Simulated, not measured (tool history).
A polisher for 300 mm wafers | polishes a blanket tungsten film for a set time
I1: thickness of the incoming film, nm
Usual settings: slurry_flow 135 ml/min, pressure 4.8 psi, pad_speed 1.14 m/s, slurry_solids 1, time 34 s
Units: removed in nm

{"run": 1, "hour": 0.0, "slurry_flow": 135, "pressure": 4.4, "pad_speed": 1.14, "slurry_solids": 1, "time": 34, "I1": 669.6, "removed": 221.3}
{"run": 2, "hour": 11.7, "slurry_flow": 135, "pressure": 4.4, "pad_speed": 1.14, "slurry_solids": 1, "time": 34, "I1": 673.6, "removed": 215.8}
{"run": 3, "hour": 29.6, "slurry_flow": 135, "pressure": 4.4, "pad_speed": 1.14, "slurry_solids": 1, "time": 34, "I1": 658, "removed": 213}
{"hour": 39.9, "done": "worn pad replaced by a new one"}
{"run": 4, "hour": 43.0, "slurry_flow": 135, "pressure": 4.8, "pad_speed": 1.14, "slurry_solids": 1, "time": 34, "I1": 659.9, "removed": 254}
{"hour": 45.2, "done": "slurry tank refilled with fresh slurry and peroxide"}
{"run": 5, "hour": 56.1, "slurry_flow": 135, "pressure": 4.8, "pad_speed": 1.14, "slurry_solids": 1, "time": 34, "I1": 664, "removed": 235.4}
{"run": 6, "hour": 66.6, "slurry_flow": 135, "pressure": 4.8, "pad_speed": 0.86, "slurry_solids": 1, "time": 34, "I1": 676.5, "removed": 199.5}
{"run": 7, "hour": 75.3, "slurry_flow": 135, "pressure": 4.8, "pad_speed": 1.14, "slurry_solids": 1, "time": 34, "I1": 663.6, "removed": 232.5}
{"run": 8, "hour": 88.6, "slurry_flow": 135, "pressure": 4.8, "pad_speed": 1.14, "slurry_solids": 1, "time": 34, "I1": 665.4, "removed": 224}
{"hour": 97.6, "done": "head pressure recalibrated"}
{"run": 9, "hour": 99.3, "slurry_flow": 135, "pressure": 4.8, "pad_speed": 1.14, "slurry_solids": 1, "time": 34, "I1": 674.1, "removed": 227.2}
{"hour": 115.5, "done": "worn pad replaced by a new one"}
{"run": 10, "hour": 116.0, "slurry_flow": 135, "pressure": 4.8, "pad_speed": 1.14, "slurry_solids": 1, "time": 34, "I1": 656.9, "removed": 250.8}
{"run": 11, "hour": 120.7, "slurry_flow": 135, "pressure": 4.8, "pad_speed": 1.14, "slurry_solids": 1, "time": 41, "I1": 664.9, "removed": 295.8}
{"run": 12, "hour": 129.4, "slurry_flow": 135, "pressure": 4.8, "pad_speed": 1.14, "slurry_solids": 1, "time": 41, "I1": 664.8, "removed": 289.4}
{"hour": 138.5, "done": "slurry nozzle cleaned"}
{"run": 13, "hour": 139.0, "slurry_flow": 135, "pressure": 4.8, "pad_speed": 1.14, "slurry_solids": 1, "time": 41, "I1": 670.4, "removed": 288.6}
{"run": 14, "hour": 158.3, "slurry_flow": 135, "pressure": 5.3, "pad_speed": 1.46, "slurry_solids": 1, "time": 34, "I1": 678.7, "removed": 302.6}
{"run": 15, "hour": 175.2, "slurry_flow": 135, "pressure": 5.6, "pad_speed": 0.92, "slurry_solids": 1, "time": 34, "I1": 663.4, "removed": 232.9}
{"hour": 181.6, "done": "worn pad replaced by a new one"}
{"run": 16, "hour": 192.8, "slurry_flow": 160, "pressure": 4.8, "pad_speed": 1.48, "slurry_solids": 0.75, "time": 25, "I1": 676.7, "removed": 198.6}
{"hour": 196.8, "done": "slurry blender recalibrated"}
{"run": 17, "hour": 202.1, "slurry_flow": 110, "pressure": 4.8, "pad_speed": 1.14, "slurry_solids": 1, "time": 25, "I1": 672.4, "removed": 173.3}
{"run": 18, "hour": 212.3, "slurry_flow": 135, "pressure": 3.7, "pad_speed": 1.14, "slurry_solids": 1, "time": 34, "I1": 681.2, "removed": 186}
{"hour": 217.3, "done": "slurry tank refilled with fresh slurry and peroxide"}
{"run": 19, "hour": 224.2, "slurry_flow": 135, "pressure": 3.7, "pad_speed": 0.9, "slurry_solids": 0.9, "time": 29, "I1": 683.7, "removed": 130.3}
{"run": 20, "hour": 238.1, "slurry_flow": 135, "pressure": 4.8, "pad_speed": 1.14, "slurry_solids": 1, "time": 34, "I1": 666.1, "removed": 232.9}
{"hour": 258.8, "done": "worn pad replaced by a new one"}
{"run": 21, "hour": 268.4, "slurry_flow": 100, "pressure": 5.5, "pad_speed": 1.4, "slurry_solids": 1, "time": 43, "I1": 661.1, "removed": 392}
{"run": 22, "hour": 281.5, "slurry_flow": 135, "pressure": 3.4, "pad_speed": 1.14, "slurry_solids": 1, "time": 34, "I1": 678.2, "removed": 168.6}
{"run": 23, "hour": 294.8, "slurry_flow": 135, "pressure": 5.5, "pad_speed": 1.26, "slurry_solids": 1, "time": 34, "I1": 665.7, "removed": 285.8}
{"run": 24, "hour": 306.3, "slurry_flow": 135, "pressure": 5.3, "pad_speed": 0.9, "slurry_solids": 0.75, "time": 42, "I1": 668.1, "removed": 245.1}
{"run": 25, "hour": 312.4, "slurry_flow": 135, "pressure": 4.8, "pad_speed": 1.14, "slurry_solids": 1, "time": 41, "I1": 675.2, "removed": 276}
{"run": 26, "hour": 318.7, "slurry_flow": 125, "pressure": 4.8, "pad_speed": 1.14, "slurry_solids": 1, "time": 42, "I1": 668.6, "removed": 274.5}
{"hour": 324.6, "done": "worn pad replaced by a new one"}
{"run": 27, "hour": 327.5, "slurry_flow": 135, "pressure": 4.8, "pad_speed": 1.14, "slurry_solids": 0.85, "time": 34, "I1": 672.4, "removed": 233.7}
{"run": 28, "hour": 333.7, "slurry_flow": 155, "pressure": 4.8, "pad_speed": 1.14, "slurry_solids": 0.75, "time": 28, "I1": 670.7, "removed": 181.8}

3 ways to go on from here, each from the tool as it stands after run 28. What would each give?
{"run": "A", "hour": 334.1, "slurry_flow": 135, "pressure": 4.8, "pad_speed": 1.14, "slurry_solids": 1, "time": 34, "I1": 673.6, "removed": "?"}
{"run": "B", "hour": 334.1, "slurry_flow": 135, "pressure": 4.8, "pad_speed": 0.92, "slurry_solids": 1, "time": 34, "I1": 673.6, "removed": "?"}
{"run": "C", "hour": 334.1, "slurry_flow": 135, "pressure": 4.8, "pad_speed": 0.94, "slurry_solids": 1, "time": 34, "I1": 673.6, "removed": "?"}

run=A removed=251.5
run=B removed=222.4
run=C removed=225
Without the tool's hidden state the same runs would have given:
run=A removed=259.5
run=B removed=229.4
run=C removed=232.2
